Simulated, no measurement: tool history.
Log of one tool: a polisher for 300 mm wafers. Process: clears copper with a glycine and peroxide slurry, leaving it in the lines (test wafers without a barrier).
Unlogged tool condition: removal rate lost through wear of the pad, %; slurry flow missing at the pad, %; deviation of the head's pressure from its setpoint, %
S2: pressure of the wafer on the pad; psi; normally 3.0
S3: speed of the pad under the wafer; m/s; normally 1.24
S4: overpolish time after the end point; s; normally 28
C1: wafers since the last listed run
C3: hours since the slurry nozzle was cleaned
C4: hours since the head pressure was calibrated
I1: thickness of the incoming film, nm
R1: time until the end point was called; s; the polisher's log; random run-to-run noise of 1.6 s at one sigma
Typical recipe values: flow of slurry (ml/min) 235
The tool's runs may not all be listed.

run 1 hour=0.0 | flow_of_slurry_(ml/min)=275 S2=3.0 S3=1.24 S4=28 | C1=0 wafers_polished_on_this_pad=3059 C3=225.3 C4=1033.5 | I1=724.0 | R1=119.7
run 2 hour=45.8 | flow_of_slurry_(ml/min)=235 S2=3.0 S3=1.24 S4=28 | C1=363 wafers_polished_on_this_pad=3422 C3=271.1 C4=1079.3 | I1=743.0 | R1=122.5
-- hour=92.9 worn pad replaced by a new one
run 3 hour=138.8 | flow_of_slurry_(ml/min)=235 S2=3.0 S3=1.24 S4=28 | C1=706 wafers_polished_on_this_pad=363 C3=364.1 C4=1172.3 | I1=731.2 | R1=114.6
-- hour=160.3 head pressure recalibrated
run 4 hour=245.5 | flow_of_slurry_(ml/min)=235 S2=3.0 S3=1.24 S4=28 | C1=830 wafers_polished_on_this_pad=1194 C3=470.8 C4=85.2 | I1=724.6 | R1=114.9
run 5 hour=301.4 | flow_of_slurry_(ml/min)=260 S2=3.0 S3=1.24 S4=28 | C1=443 wafers_polished_on_this_pad=1638 C3=526.7 C4=141.1 | I1=728.8 | R1=115.9
-- hour=310.0 slurry nozzle cleaned
run 6 hour=390.4 | flow_of_slurry_(ml/min)=260 S2=3.0 S3=1.24 S4=28 | C1=698 wafers_polished_on_this_pad=2336 C3=80.4 C4=230.1 | I1=725.7 | R1=116.1
run 7 hour=448.9 | flow_of_slurry_(ml/min)=235 S2=3.0 S3=1.24 S4=23 | C1=464 wafers_polished_on_this_pad=2800 C3=138.9 C4=288.6 | I1=743.9 | R1=120.7
-- hour=518.7 worn pad replaced by a new one
run 8 hour=521.5 | flow_of_slurry_(ml/min)=235 S2=3.0 S3=1.24 S4=23 | C1=544 wafers_polished_on_this_pad=22 C3=211.5 C4=361.2 | I1=728.5 | R1=113.2
run 9 hour=624.2 | flow_of_slurry_(ml/min)=235 S2=3.0 S3=1.24 S4=23 | C1=814 wafers_polished_on_this_pad=837 C3=314.2 C4=463.9 | I1=730.2 | R1=114.7
run 10 hour=677.6 | flow_of_slurry_(ml/min)=235 S2=3.0 S3=1.24 S4=28 | C1=423 wafers_polished_on_this_pad=1260 C3=367.6 C4=517.3 | I1=731.5 | R1=119.3
run 11 hour=782.7 | flow_of_slurry_(ml/min)=235 S2=3.0 S3=1.24 S4=28 | C1=833 wafers_polished_on_this_pad=2094 C3=472.7 C4=622.4 | I1=738.7 | R1=121.5
-- hour=825.4 slurry nozzle cleaned
run 12 hour=881.8 | flow_of_slurry_(ml/min)=235 S2=3.0 S3=1.24 S4=28 | C1=778 wafers_polished_on_this_pad=2872 C3=56.4 C4=721.5 | I1=733.6 | R1=120.6
run 13 hour=925.7 | flow_of_slurry_(ml/min)=235 S2=3.0 S3=1.24 S4=28 | C1=348 wafers_polished_on_this_pad=3221 C3=100.3 C4=765.4 | I1=743.3 | R1=123.0
run 14 hour=981.6 | flow_of_slurry_(ml/min)=235 S2=3.0 S3=1.24 S4=28 | C1=443 wafers_polished_on_this_pad=3664 C3=156.2 C4=821.3 | I1=729.2 | R1=117.7
-- hour=1009.7 worn pad replaced by a new one
-- hour=1231.1 slurry nozzle cleaned
run 15 hour=1264.8 | flow_of_slurry_(ml/min)=280 S2=3.0 S3=1.24 S4=28 | C1=2207 wafers_polished_on_this_pad=2015 C3=33.7 C4=1104.5 | I1=729.9 | R1=115.6
run 16 hour=1370.1 | flow_of_slurry_(ml/min)=235 S2=3.0 S3=1.24 S4=28 | C1=835 wafers_polished_on_this_pad=2851 C3=139.0 C4=1209.8 | I1=735.0 | R1=121.9
-- hour=1395.0 head pressure recalibrated
run 17 hour=1407.0 | flow_of_slurry_(ml/min)=235 S2=3.0 S3=1.24 S4=37 | C1=276 wafers_polished_on_this_pad=3128 C3=175.9 C4=12.0 | I1=731.9 | R1=121.8
run 18 hour=1451.5 | flow_of_slurry_(ml/min)=235 S2=3.4 S3=1.24 S4=28 | C1=353 wafers_polished_on_this_pad=3481 C3=220.4 C4=56.5 | I1=727.0 | R1=110.2
-- hour=1488.9 worn pad replaced by a new one
run 19 hour=1543.7 | flow_of_slurry_(ml/min)=235 S2=3.0 S3=1.24 S4=37 | C1=699 wafers_polished_on_this_pad=434 C3=312.6 C4=148.7 | I1=715.2 | R1=110.7
run 20 hour=1602.7 | flow_of_slurry_(ml/min)=235 S2=3.0 S3=1.24 S4=28 | C1=468 wafers_polished_on_this_pad=902 C3=371.6 C4=207.7 | I1=734.3 | R1=116.3
-- hour=1692.6 slurry nozzle cleaned
run 21 hour=1706.3 | flow_of_slurry_(ml/min)=235 S2=3.0 S3=1.24 S4=28 | C1=814 wafers_polished_on_this_pad=1716 C3=13.7 C4=311.3 | I1=743.2 | R1=120.8
run 22 hour=1771.3 | flow_of_slurry_(ml/min)=235 S2=3.0 S3=1.12 S4=28 | C1=515 wafers_polished_on_this_pad=2232 C3=78.7 C4=376.3 | I1=722.5 | R1=129.2
run 23 hour=1827.7 | flow_of_slurry_(ml/min)=175 S2=2.6 S3=1.02 S4=21 | C1=447 wafers_polished_on_this_pad=2680 C3=135.1 C4=432.7 | I1=742.4 | R1=161.2
run 24 hour=1888.3 | flow_of_slurry_(ml/min)=265 S2=3.0 S3=0.98 S4=28 | C1=480 wafers_polished_on_this_pad=3160 C3=195.7 C4=493.3 | I1=742.1 | R1=146.6
-- hour=1900.8 worn pad replaced by a new one
run 25 hour=1947.4 | flow_of_slurry_(ml/min)=235 S2=3.0 S3=0.80 S4=39 | C1=437 wafers_polished_on_this_pad=369 C3=254.8 C4=552.4 | I1=731.6 | R1=165.6
run 26 hour=2044.1 | flow_of_slurry_(ml/min)=235 S2=3.5 S3=1.24 S4=15 | C1=767 wafers_polished_on_this_pad=1136 C3=351.5 C4=649.1 | I1=742.3 | R1=104.5
run 27 hour=2122.7 | flow_of_slurry_(ml/min)=270 S2=3.0 S3=1.24 S4=14 | C1=623 wafers_polished_on_this_pad=1760 C3=430.1 C4=727.7 | I1=736.8 | R1=117.5
-- hour=2176.5 slurry nozzle cleaned
run 28 hour=2190.5 | flow_of_slurry_(ml/min)=235 S2=3.0 S3=1.24 S4=28 | C1=529 wafers_polished_on_this_pad=2290 C3=14.0 C4=795.5 | I1=728.3 | R1=116.0
run 29 hour=2291.7 | flow_of_slurry_(ml/min)=265 S2=2.0 S3=1.24 S4=28 | C1=802 wafers_polished_on_this_pad=3093 C3=115.2 C4=896.7 | I1=734.0 | R1=165.3
-- hour=2300.7 worn pad replaced by a new one
run 30 hour=2338.8 | flow_of_slurry_(ml/min)=235 S2=3.0 S3=0.86 S4=28 | C1=341 wafers_polished_on_this_pad=302 C3=162.3 C4=943.8 | I1=730.6 | R1=155.1

Branching from run 30: 3 alternative next runs. What would each branch give?
run A hour=2339.3 | flow_of_slurry_(ml/min)=235 S2=3.0 S3=1.06 S4=28 | C1=3 wafers_polished_on_this_pad=306 C3=162.8 C4=944.3 | I1=744.1 | R1=?
run B hour=2339.3 | flow_of_slurry_(ml/min)=280 S2=2.7 S3=1.48 S4=45 | C1=3 wafers_polished_on_this_pad=306 C3=162.8 C4=944.3 | I1=744.1 | R1=?
run C hour=2339.3 | flow_of_slurry_(ml/min)=315 S2=3.0 S3=1.24 S4=28 | C1=3 wafers_polished_on_this_pad=306 C3=162.8 C4=944.3 | I1=744.1 | R1=?

run=A R1=133.7
run=B R1=107.4
run=C R1=113.9
Stripped of hidden state, with their random variation kept, the same runs would have yielded:
run=A R1=131.2
run=B R1=105.4
run=C R1=111.8

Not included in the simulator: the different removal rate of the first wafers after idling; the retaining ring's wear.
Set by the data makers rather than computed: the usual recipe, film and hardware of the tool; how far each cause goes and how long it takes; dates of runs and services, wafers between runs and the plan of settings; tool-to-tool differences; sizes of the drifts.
